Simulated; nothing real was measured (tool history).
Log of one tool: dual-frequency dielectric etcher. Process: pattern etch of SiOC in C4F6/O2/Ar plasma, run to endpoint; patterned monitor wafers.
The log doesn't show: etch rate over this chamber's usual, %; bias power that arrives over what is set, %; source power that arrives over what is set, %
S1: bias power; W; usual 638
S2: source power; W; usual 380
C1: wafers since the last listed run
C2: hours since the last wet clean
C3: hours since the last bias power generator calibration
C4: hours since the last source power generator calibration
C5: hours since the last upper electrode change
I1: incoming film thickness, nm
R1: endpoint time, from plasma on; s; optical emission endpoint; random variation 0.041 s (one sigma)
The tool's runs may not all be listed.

run   hour   S1   S2   C1     C2      C3      C4      C5     I1    R1
  1    0.0  638  380    0  468.8  2434.1  3720.5  4349.6  39.26  13.2
  2   14.0  638  380  173  482.8  2448.1  3734.5  4363.6  39.20  13.2
  3   26.4  638  380  153  495.2  2460.5  3746.9  4376.0  39.58  13.3
  4   42.6  638  380  200  511.4  2476.7  3763.1  4392.2  39.42  13.3
  5   50.3  638  380   95  519.1  2484.4  3770.8  4399.9  39.39  13.3
  6   63.5  638  380  163  532.3  2497.6  3784.0  4413.1  39.30  13.2
  7   75.9  638  380  153  544.7  2510.0  3796.4  4425.5  38.98  13.1
  8   92.7  638  380  208  561.5  2526.8  3813.2  4442.3  39.09  13.1
     117.8  -- wet clean of the chamber
     139.4  -- upper electrode replaced
  9  139.9  638  380   19   22.1  2574.0  3860.4     0.5  39.37  13.5
 10  140.2  479  340    3   22.4  2574.3  3860.7     0.8  39.23  15.8
 11  140.5  531  420    3   22.7  2574.6  3861.0     1.1  39.15  13.5
 12  140.8  693  380    3   23.0  2574.9  3861.3     1.4  39.25  13.2
     147.5  -- source power generator calibrated
 13  148.6  708  380   47   30.8  2582.7     1.1     9.2  38.59  12.8
 14  163.5  577  440  184   45.7  2597.6    16.0    24.1  39.31  12.8
     170.2  -- bias power generator calibrated
 15  175.5  638  380   99   57.7     5.3    28.0    36.1  39.35  13.5
 16  187.7  703  470  151   69.9    17.5    40.2    48.3  39.08  11.5
 17  204.3  638  380  205   86.5    34.1    56.8    64.9  38.98  13.3

Run 18 comes next. What will it give?
 18  217.4  790  380  162  99.6  47.2  69.9  78.0  39.14   ?

Run 18 gave R1 12.5 s.
Without the tool's hidden state the same run would have given R1 12.7 s.

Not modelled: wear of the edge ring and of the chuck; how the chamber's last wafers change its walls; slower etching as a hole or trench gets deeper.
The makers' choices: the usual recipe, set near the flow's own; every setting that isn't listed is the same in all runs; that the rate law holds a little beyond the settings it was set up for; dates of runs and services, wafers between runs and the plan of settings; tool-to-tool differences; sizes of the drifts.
